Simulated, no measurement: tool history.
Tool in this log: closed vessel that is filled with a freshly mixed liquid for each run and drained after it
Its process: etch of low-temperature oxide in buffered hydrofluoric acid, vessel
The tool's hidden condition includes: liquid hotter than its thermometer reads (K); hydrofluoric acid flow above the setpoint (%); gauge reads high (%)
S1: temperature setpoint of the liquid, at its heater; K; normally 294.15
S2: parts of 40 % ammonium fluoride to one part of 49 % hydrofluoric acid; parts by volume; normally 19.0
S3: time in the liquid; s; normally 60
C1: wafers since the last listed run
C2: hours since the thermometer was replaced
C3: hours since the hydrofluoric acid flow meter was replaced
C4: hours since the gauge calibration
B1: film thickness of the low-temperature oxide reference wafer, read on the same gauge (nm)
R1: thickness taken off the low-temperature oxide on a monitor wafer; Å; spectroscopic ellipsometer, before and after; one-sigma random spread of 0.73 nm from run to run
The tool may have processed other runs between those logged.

Run 1, hour 0.0: usual settings but S1 295.65 K; C1 0; C2 1232.4; C3 1854.1; C4 228.5; B1 99.98. Result: R1 1519.5 Å.
Run 2, hour 71.2: usual settings but S1 295.65 K; C1 7679; C2 1303.6; C3 1925.3; C4 299.7; B1 100.01. Result: R1 1550.9 Å.
Run 3, hour 134.2: usual settings; C1 6794; C2 1366.6; C3 1988.3; C4 362.7; B1 100.03. Result: R1 1403.9 Å.
Run 4, hour 207.3: usual settings; C1 7884; C2 1439.7; C3 2061.4; C4 435.8; B1 100.00. Result: R1 1428.3 Å.
Run 5, hour 305.4: usual settings but S3 75 s; C1 10580; C2 1537.8; C3 2159.5; C4 533.9; B1 99.97. Result: R1 1768.8 Å.
At hour 325.4: thermometer replaced.
Run 6, hour 344.3: usual settings but S3 75 s; C1 4087; C2 18.9; C3 2198.4; C4 572.8; B1 100.01. Result: R1 1795.2 Å.
Run 7, hour 384.3: usual settings but S3 75 s; C1 4314; C2 58.9; C3 2238.4; C4 612.8; B1 100.01. Result: R1 1798.4 Å.
At hour 418.7: gauge calibrated.
Run 8, hour 433.1: usual settings; C1 5263; C2 107.7; C3 2287.2; C4 14.4; B1 100.00. Result: R1 1435.5 Å.
Run 9, hour 517.3: usual settings but S1 297.65 K, S2 13.5 parts by volume; C1 9081; C2 191.9; C3 2371.4; C4 98.6; B1 100.00. Result: R1 2428.9 Å.
Run 10, hour 607.8: usual settings but S1 292.65 K, S2 25.0 parts by volume, S3 80 s; C1 9760; C2 282.4; C3 2461.9; C4 189.1; B1 100.00. Result: R1 1401.8 Å.
At hour 703.5: hydrofluoric acid flow meter replaced.
Run 11, hour 711.1: usual settings but S1 295.65 K; C1 11033; C2 385.7; C3 7.6; C4 292.4; B1 100.02. Result: R1 1412.8 Å.
Run 12, hour 762.3: usual settings but S3 30 s; C1 5522; C2 436.9; C3 58.8; C4 343.6; B1 100.01. Result: R1 648.9 Å.
Run 13, hour 830.8: usual settings but S1 290.15 K, S2 17.0 parts by volume, S3 75 s; C1 7387; C2 505.4; C3 127.3; C4 412.1; B1 99.98. Result: R1 1434.3 Å.
Run 14, hour 921.8: usual settings but S2 12.0 parts by volume, S3 80 s; C1 9814; C2 596.4; C3 218.3; C4 503.1; B1 100.02. Result: R1 2759.9 Å.
Run 15, hour 959.3: usual settings but S1 297.15 K, S3 90 s; C1 4044; C2 633.9; C3 255.8; C4 540.6; B1 100.00. Result: R1 2318.6 Å.

The same runs without the tool's hidden state, with the same run-to-run variation:
run      R1
  1  1386.5
  2  1410.4
  3  1272.9
  4  1290.6
  5  1591.0
  6  1611.9
  7  1611.8
  8  1283.7
  9  2165.6
 10  1288.9
 11  1404.0
 12   643.2
 13  1416.7
 14  2714.0
 15  2275.4
